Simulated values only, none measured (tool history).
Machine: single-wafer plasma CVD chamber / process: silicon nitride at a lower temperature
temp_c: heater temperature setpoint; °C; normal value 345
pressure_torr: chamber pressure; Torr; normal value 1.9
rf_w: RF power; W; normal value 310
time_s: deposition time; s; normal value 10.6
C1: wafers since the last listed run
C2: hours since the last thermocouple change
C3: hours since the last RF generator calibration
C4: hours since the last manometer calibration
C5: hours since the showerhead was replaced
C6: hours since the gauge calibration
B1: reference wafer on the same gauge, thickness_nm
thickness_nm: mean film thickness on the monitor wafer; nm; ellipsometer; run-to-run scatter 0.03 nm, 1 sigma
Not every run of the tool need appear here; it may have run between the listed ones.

run 1 hour=0 | temp_c=345 pressure_torr=1.9 rf_w=310 time_s=10.6 | C1=0 C2=947.2 C3=1966.3 C4=1757.1 C5=6252.6 C6=188.7 | B1=15.338 | thickness_nm=13.474
run 2 hour=88.7 | temp_c=345 pressure_torr=1.9 rf_w=310 time_s=10.6 | C1=2201 C2=1035.9 C3=2055 C4=1845.8 C5=6341.3 C6=277.4 | B1=15.322 | thickness_nm=13.432
run 3 hour=194.6 | temp_c=345 pressure_torr=1.9 rf_w=310 time_s=10.6 | C1=2628 C2=1141.8 C3=2160.9 C4=1951.7 C5=6447.2 C6=383.3 | B1=15.294 | thickness_nm=13.476
run 4 hour=287.6 | temp_c=345 pressure_torr=1.9 rf_w=310 time_s=9.8 | C1=2308 C2=1234.8 C3=2253.9 C4=2044.7 C5=6540.2 C6=476.3 | B1=15.26 | thickness_nm=12.339
-- hour=348.2 RF generator calibrated
run 5 hour=380.1 | temp_c=345 pressure_torr=1.9 rf_w=310 time_s=10.6 | C1=2097 C2=1327.3 C3=31.9 C4=2137.2 C5=6632.7 C6=568.8 | B1=15.25 | thickness_nm=13.323
-- hour=438.4 showerhead replaced
run 6 hour=458.3 | temp_c=345 pressure_torr=1.9 rf_w=310 time_s=10.6 | C1=1742 C2=1405.5 C3=110.1 C4=2215.4 C5=19.9 C6=647 | B1=15.209 | thickness_nm=13.35
run 7 hour=497.1 | temp_c=334 pressure_torr=1.9 rf_w=350 time_s=10.6 | C1=963 C2=1444.3 C3=148.9 C4=2254.2 C5=58.7 C6=685.8 | B1=15.207 | thickness_nm=14.537
run 8 hour=550.1 | temp_c=345 pressure_torr=1.9 rf_w=310 time_s=10.6 | C1=1315 C2=1497.3 C3=201.9 C4=2307.2 C5=111.7 C6=738.8 | B1=15.2 | thickness_nm=13.245
run 9 hour=625.3 | temp_c=355 pressure_torr=1.7 rf_w=310 time_s=10.6 | C1=1866 C2=1572.5 C3=277.1 C4=2382.4 C5=186.9 C6=814 | B1=15.189 | thickness_nm=12.821

Expected results for the next run?
run 10 hour=669.3 | temp_c=345 pressure_torr=1.9 rf_w=310 time_s=10.6 | C1=1092 C2=1616.5 C3=321.1 C4=2426.4 C5=230.9 C6=858 | B1=? | thickness_nm=?

Run 10 gave B1 15.153, thickness_nm 13.314 nm.
Had the tool carried no hidden state, the very same run would have given thickness_nm 13.522 nm.
